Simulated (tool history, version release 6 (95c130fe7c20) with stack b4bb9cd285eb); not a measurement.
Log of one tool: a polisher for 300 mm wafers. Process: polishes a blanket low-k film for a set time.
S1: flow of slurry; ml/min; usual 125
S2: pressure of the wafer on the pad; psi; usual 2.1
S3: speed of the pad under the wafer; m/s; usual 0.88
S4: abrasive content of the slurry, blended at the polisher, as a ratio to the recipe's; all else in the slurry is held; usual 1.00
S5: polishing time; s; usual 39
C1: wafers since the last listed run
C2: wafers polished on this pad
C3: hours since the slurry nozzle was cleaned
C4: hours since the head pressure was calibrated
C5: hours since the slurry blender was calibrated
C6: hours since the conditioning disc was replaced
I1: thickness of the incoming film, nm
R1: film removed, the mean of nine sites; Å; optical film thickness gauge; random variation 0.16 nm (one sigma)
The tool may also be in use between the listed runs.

{"run": 1, "hour": 0.0, "S1": 125, "S2": 2.4, "S3": 0.88, "S4": 1.0, "S5": 39, "C1": 0, "C2": 3389, "C3": 177.2, "C4": 691.7, "C5": 225.4, "C6": 304.9, "I1": 483.1, "R1": 183}
{"run": 2, "hour": 74.6, "S1": 125, "S2": 2.1, "S3": 0.88, "S4": 1.0, "S5": 39, "C1": 875, "C2": 4264, "C3": 251.8, "C4": 766.3, "C5": 300.0, "C6": 379.5, "I1": 479.6, "R1": 164}
{"hour": 93.2, "done": "worn pad replaced by a new one"}
{"hour": 132.5, "done": "conditioning disc replaced and pad reconditioned"}
{"run": 3, "hour": 142.1, "S1": 125, "S2": 2.1, "S3": 0.88, "S4": 1.0, "S5": 39, "C1": 721, "C2": 550, "C3": 319.3, "C4": 833.8, "C5": 367.5, "C6": 9.6, "I1": 482.3, "R1": 160}
{"run": 4, "hour": 237.1, "S1": 125, "S2": 2.1, "S3": 0.88, "S4": 1.0, "S5": 39, "C1": 1115, "C2": 1665, "C3": 414.3, "C4": 928.8, "C5": 462.5, "C6": 104.6, "I1": 483.2, "R1": 157}
{"hour": 243.1, "done": "slurry blender recalibrated"}
{"hour": 255.9, "done": "slurry nozzle cleaned"}
{"run": 5, "hour": 292.6, "S1": 125, "S2": 2.1, "S3": 0.88, "S4": 1.0, "S5": 39, "C1": 616, "C2": 2281, "C3": 36.7, "C4": 984.3, "C5": 49.5, "C6": 160.1, "I1": 485.1, "R1": 163}
{"hour": 301.6, "done": "head pressure recalibrated"}
{"run": 6, "hour": 338.5, "S1": 125, "S2": 2.1, "S3": 0.88, "S4": 1.0, "S5": 39, "C1": 515, "C2": 2796, "C3": 82.6, "C4": 36.9, "C5": 95.4, "C6": 206.0, "I1": 482.9, "R1": 160}
{"run": 7, "hour": 399.2, "S1": 125, "S2": 2.1, "S3": 0.88, "S4": 1.0, "S5": 30, "C1": 712, "C2": 3508, "C3": 143.3, "C4": 97.6, "C5": 156.1, "C6": 266.7, "I1": 477.9, "R1": 124}
{"run": 8, "hour": 444.2, "S1": 125, "S2": 2.1, "S3": 0.88, "S4": 1.0, "S5": 30, "C1": 528, "C2": 4037, "C3": 188.3, "C4": 142.6, "C5": 201.1, "C6": 311.7, "I1": 485.9, "R1": 123}
{"run": 9, "hour": 498.0, "S1": 105, "S2": 2.1, "S3": 0.88, "S4": 1.0, "S5": 39, "C1": 631, "C2": 4668, "C3": 242.1, "C4": 196.4, "C5": 254.9, "C6": 365.5, "I1": 485.2, "R1": 153}
{"hour": 507.8, "done": "worn pad replaced by a new one"}
{"run": 10, "hour": 552.6, "S1": 145, "S2": 2.1, "S3": 0.88, "S4": 1.0, "S5": 39, "C1": 593, "C2": 525, "C3": 296.7, "C4": 251.0, "C5": 309.5, "C6": 420.1, "I1": 479.3, "R1": 167}
{"hour": 566.9, "done": "conditioning disc replaced and pad reconditioned"}
{"hour": 641.1, "done": "slurry blender recalibrated"}
{"hour": 641.9, "done": "slurry nozzle cleaned"}
{"run": 11, "hour": 804.0, "S1": 145, "S2": 2.1, "S3": 0.88, "S4": 0.8, "S5": 39, "C1": 2894, "C2": 3419, "C3": 162.1, "C4": 502.4, "C5": 162.9, "C6": 237.1, "I1": 473.0, "R1": 150}
{"hour": 885.9, "done": "worn pad replaced by a new one"}
{"run": 12, "hour": 893.5, "S1": 100, "S2": 2.1, "S3": 0.88, "S4": 1.0, "S5": 39, "C1": 1003, "C2": 89, "C3": 251.6, "C4": 591.9, "C5": 252.4, "C6": 326.6, "I1": 472.5, "R1": 155}
{"run": 13, "hour": 966.9, "S1": 125, "S2": 2.1, "S3": 0.88, "S4": 1.25, "S5": 30, "C1": 861, "C2": 950, "C3": 325.0, "C4": 665.3, "C5": 325.8, "C6": 400.0, "I1": 482.0, "R1": 136}
{"hour": 970.4, "done": "conditioning disc replaced and pad reconditioned"}
{"hour": 1003.9, "done": "slurry nozzle cleaned"}
{"run": 14, "hour": 1009.7, "S1": 125, "S2": 1.6, "S3": 0.88, "S4": 1.0, "S5": 46, "C1": 467, "C2": 1417, "C3": 5.8, "C4": 708.1, "C5": 368.6, "C6": 39.3, "I1": 478.5, "R1": 147}

The next listed run, before its measurement:
{"hour": 1058.4, "done": "slurry blender recalibrated"}
{"run": 15, "hour": 1066.9, "S1": 125, "S2": 2.1, "S3": 0.88, "S4": 1.0, "S5": 39, "C1": 647, "C2": 2065, "C3": 63.0, "C4": 765.3, "C5": 8.5, "C6": 96.5, "I1": 483.0, "R1": "?"}

Run 15 gave R1 159 Å.
Without the tool's hidden state the same run would have given R1 159 Å.

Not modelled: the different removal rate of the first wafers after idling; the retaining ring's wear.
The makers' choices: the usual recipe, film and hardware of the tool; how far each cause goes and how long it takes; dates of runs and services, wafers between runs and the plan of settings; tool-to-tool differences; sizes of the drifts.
